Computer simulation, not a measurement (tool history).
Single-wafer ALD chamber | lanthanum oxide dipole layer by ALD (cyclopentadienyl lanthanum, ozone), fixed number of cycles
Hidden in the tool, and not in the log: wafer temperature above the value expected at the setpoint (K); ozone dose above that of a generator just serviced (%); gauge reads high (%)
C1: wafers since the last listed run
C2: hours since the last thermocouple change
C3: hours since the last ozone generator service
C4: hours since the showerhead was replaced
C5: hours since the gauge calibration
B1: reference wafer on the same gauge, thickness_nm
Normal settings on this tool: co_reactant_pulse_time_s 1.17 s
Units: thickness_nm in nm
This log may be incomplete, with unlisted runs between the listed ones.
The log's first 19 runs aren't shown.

{"run": 20, "hour": 1597.6, "co_reactant_pulse_time_s": 1.17, "C1": 2300, "C2": 831.3, "C3": 256.2, "C4": 1600.9, "C5": 1264.9, "B1": 0.508, "thickness_nm": 0.502}
{"run": 21, "hour": 1679.7, "co_reactant_pulse_time_s": 0.99, "C1": 2183, "C2": 913.4, "C3": 338.3, "C4": 1683.0, "C5": 1347.0, "B1": 0.508, "thickness_nm": 0.475}
{"run": 22, "hour": 1765.5, "co_reactant_pulse_time_s": 0.74, "C1": 2281, "C2": 999.2, "C3": 424.1, "C4": 1768.8, "C5": 1432.8, "B1": 0.508, "thickness_nm": 0.413}
{"run": 23, "hour": 1872.0, "co_reactant_pulse_time_s": 1.17, "C1": 2832, "C2": 1105.7, "C3": 530.6, "C4": 1875.3, "C5": 1539.3, "B1": 0.508, "thickness_nm": 0.501}
{"run": 24, "hour": 1965.9, "co_reactant_pulse_time_s": 1.37, "C1": 2497, "C2": 1199.6, "C3": 624.5, "C4": 1969.2, "C5": 1633.2, "B1": 0.508, "thickness_nm": 0.522}
{"run": 25, "hour": 2071.4, "co_reactant_pulse_time_s": 0.93, "C1": 2805, "C2": 1305.1, "C3": 730.0, "C4": 2074.7, "C5": 1738.7, "B1": 0.508, "thickness_nm": 0.461}
{"run": 26, "hour": 2111.0, "co_reactant_pulse_time_s": 1.17, "C1": 1053, "C2": 1344.7, "C3": 769.6, "C4": 2114.3, "C5": 1778.3, "B1": 0.508, "thickness_nm": 0.499}
{"run": 27, "hour": 2159.5, "co_reactant_pulse_time_s": 0.9, "C1": 1289, "C2": 1393.2, "C3": 818.1, "C4": 2162.8, "C5": 1826.8, "B1": 0.508, "thickness_nm": 0.454}
{"run": 28, "hour": 2203.5, "co_reactant_pulse_time_s": 0.97, "C1": 1170, "C2": 1437.2, "C3": 862.1, "C4": 2206.8, "C5": 1870.8, "B1": 0.508, "thickness_nm": 0.466}
{"run": 29, "hour": 2265.3, "co_reactant_pulse_time_s": 1.17, "C1": 1643, "C2": 1499.0, "C3": 923.9, "C4": 2268.6, "C5": 1932.6, "B1": 0.508, "thickness_nm": 0.499}
{"run": 30, "hour": 2312.1, "co_reactant_pulse_time_s": 0.79, "C1": 1244, "C2": 1545.8, "C3": 970.7, "C4": 2315.4, "C5": 1979.4, "B1": 0.508, "thickness_nm": 0.423}
{"hour": 2381.6, "done": "ozone generator serviced"}
{"hour": 2427.0, "done": "gauge calibrated"}
{"run": 31, "hour": 2472.1, "co_reactant_pulse_time_s": 1.02, "C1": 4042, "C2": 1705.8, "C3": 90.5, "C4": 2475.4, "C5": 45.1, "B1": 0.508, "thickness_nm": 0.48}
{"run": 32, "hour": 2524.3, "co_reactant_pulse_time_s": 1.62, "C1": 1388, "C2": 1758.0, "C3": 142.7, "C4": 2527.6, "C5": 97.3, "B1": 0.508, "thickness_nm": 0.539}
{"run": 33, "hour": 2568.2, "co_reactant_pulse_time_s": 0.84, "C1": 1167, "C2": 1801.9, "C3": 186.6, "C4": 2571.5, "C5": 141.2, "B1": 0.508, "thickness_nm": 0.444}
{"run": 34, "hour": 2651.3, "co_reactant_pulse_time_s": 1.54, "C1": 2209, "C2": 1885.0, "C3": 269.7, "C4": 2654.6, "C5": 224.3, "B1": 0.508, "thickness_nm": 0.534}

Alternative continuations, all from the tool just after run 34; predict every row:
{"run": "A", "hour": 2651.7, "co_reactant_pulse_time_s": 1.17, "C1": 10, "C2": 1885.4, "C3": 270.1, "C4": 2655.0, "C5": 224.7, "B1": "?", "thickness_nm": "?"}
{"run": "B", "hour": 2651.7, "co_reactant_pulse_time_s": 1.4, "C1": 10, "C2": 1885.4, "C3": 270.1, "C4": 2655.0, "C5": 224.7, "B1": "?", "thickness_nm": "?"}
{"run": "C", "hour": 2651.7, "co_reactant_pulse_time_s": 1.39, "C1": 10, "C2": 1885.4, "C3": 270.1, "C4": 2655.0, "C5": 224.7, "B1": "?", "thickness_nm": "?"}
{"run": "D", "hour": 2651.7, "co_reactant_pulse_time_s": 1.36, "C1": 10, "C2": 1885.4, "C3": 270.1, "C4": 2655.0, "C5": 224.7, "B1": "?", "thickness_nm": "?"}

run=A B1=0.508 thickness_nm=0.502
run=B B1=0.508 thickness_nm=0.525
run=C B1=0.508 thickness_nm=0.524
run=D B1=0.508 thickness_nm=0.521
With no hidden state in the tool, these same runs would have given:
run=A thickness_nm=0.506
run=B thickness_nm=0.528
run=C thickness_nm=0.527
run=D thickness_nm=0.525
